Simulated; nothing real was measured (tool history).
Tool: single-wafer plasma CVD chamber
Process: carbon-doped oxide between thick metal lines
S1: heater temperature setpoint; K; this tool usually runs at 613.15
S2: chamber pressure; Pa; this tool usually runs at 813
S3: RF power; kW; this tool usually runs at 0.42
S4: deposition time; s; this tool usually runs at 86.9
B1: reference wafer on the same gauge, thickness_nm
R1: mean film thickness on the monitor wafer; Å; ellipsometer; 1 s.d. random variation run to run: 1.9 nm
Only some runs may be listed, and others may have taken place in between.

| run | hour | S1 | S2 | S3 | S4 | B1 | R1 |
|---|---|---|---|---|---|---|---|
| 1 | 0 | 613.15 | 813 | 0.42 | 86.9 | 416.681 | 3621.28 |
| 2 | 13.1 | 613.15 | 813 | 0.42 | 86.9 | 415.734 | 3625.32 |
| 3 | 35.8 | 613.15 | 813 | 0.42 | 86.9 | 416.537 | 3599.41 |
| 4 | 65.1 | 613.15 | 813 | 0.42 | 86.9 | 416.4 | 3600.94 |
| 5 | 91.2 | 613.15 | 813 | 0.42 | 86.9 | 416.882 | 3583.15 |
| 6 | 107.6 | 613.15 | 813 | 0.42 | 86.9 | 416.523 | 3611.2 |
| 7 | 123.7 | 613.15 | 813 | 0.42 | 86.9 | 416.086 | 3599.82 |
| 8 | 150.2 | 613.15 | 813 | 0.42 | 86.9 | 415.538 | 3587.19 |
|  | 168.9 | thermocouple changed; heater temperature recalibrated |
| 9 | 169.8 | 613.15 | 703 | 0.36 | 103.5 | 416.07 | 3539.96 |
| 10 | 196.6 | 613.15 | 712 | 0.455 | 92.1 | 416.702 | 4031.14 |
| 11 | 214 | 613.15 | 813 | 0.42 | 86.9 | 416.102 | 3590.07 |
| 12 | 247.8 | 607.15 | 813 | 0.42 | 93.5 | 416.194 | 3862.61 |
| 13 | 282.3 | 613.15 | 813 | 0.42 | 100.3 | 415.829 | 4148.65 |
| 14 | 361.8 | 613.15 | 813 | 0.42 | 73 | 416.432 | 2991.11 |
| 15 | 380.9 | 613.15 | 813 | 0.5 | 86.9 | 415.671 | 4192.51 |
| 16 | 395.7 | 613.15 | 813 | 0.42 | 86.9 | 416.046 | 3547.03 |
| 17 | 411.2 | 604.15 | 915 | 0.355 | 100.1 | 415.608 | 3573.89 |
|  | 422.2 | showerhead replaced |
|  | 436.8 | RF generator calibrated |
|  | 440 | capacitance manometer re-zeroed and calibrated |
| 18 | 442.7 | 602.15 | 813 | 0.365 | 86.9 | 415.861 | 3015.25 |
|  | 463.9 | gauge calibrated |
| 19 | 467.1 | 599.15 | 813 | 0.42 | 98.1 | 416.44 | 3939.22 |
| 20 | 486.3 | 617.15 | 813 | 0.42 | 86.9 | 417.235 | 3348.52 |
| 21 | 520.9 | 613.15 | 813 | 0.42 | 86.9 | 416.528 | 3386.05 |
| 22 | 553.7 | 613.15 | 668 | 0.455 | 75.6 | 415.92 | 3093.65 |
| 23 | 571.1 | 613.15 | 813 | 0.42 | 86.9 | 416.027 | 3387.05 |
| 24 | 595.4 | 599.15 | 813 | 0.475 | 86.9 | 415.925 | 3942.05 |
| 25 | 625.1 | 613.15 | 813 | 0.465 | 102.9 | 415.906 | 4461.13 |
|  | 663.2 | RF generator calibrated, repeated, since the last time left the tool worse |
| 26 | 721.2 | 613.15 | 625 | 0.47 | 86.9 | 416.379 | 3973.12 |
| 27 | 734.7 | 613.15 | 813 | 0.485 | 86.9 | 416.337 | 4245.7 |

Give the tool's hidden conditions for every run:
wafer temperature above the value expected at the setpoint (K): 0, the same for each run
true pressure above the setpoint (%): 0, the same for each run
gauge reads high (%): 0, the same for each run
H1: delivered RF power above the setpoint (%)
| run | H1 |
|---|---|
| 1 | -4.38 |
| 2 | -4.42 |
| 3 | -4.5 |
| 4 | -4.6 |
| 5 | -4.68 |
| 6 | -4.74 |
| 7 | -4.8 |
| 8 | -4.89 |
| 9 | -4.96 |
| 10 | -5.05 |
| 11 | -5.11 |
| 12 | -5.24 |
| 13 | -5.36 |
| 14 | -5.66 |
| 15 | -5.74 |
| 16 | -5.8 |
| 17 | -5.86 |
| 18 | -10.4 |
| 19 | -10.4 |
| 20 | -10.4 |
| 21 | -10.4 |
| 22 | -10.4 |
| 23 | -10.4 |
| 24 | -10.4 |
| 25 | -10.4 |
| 26 | -0.543 |
| 27 | -0.544 |
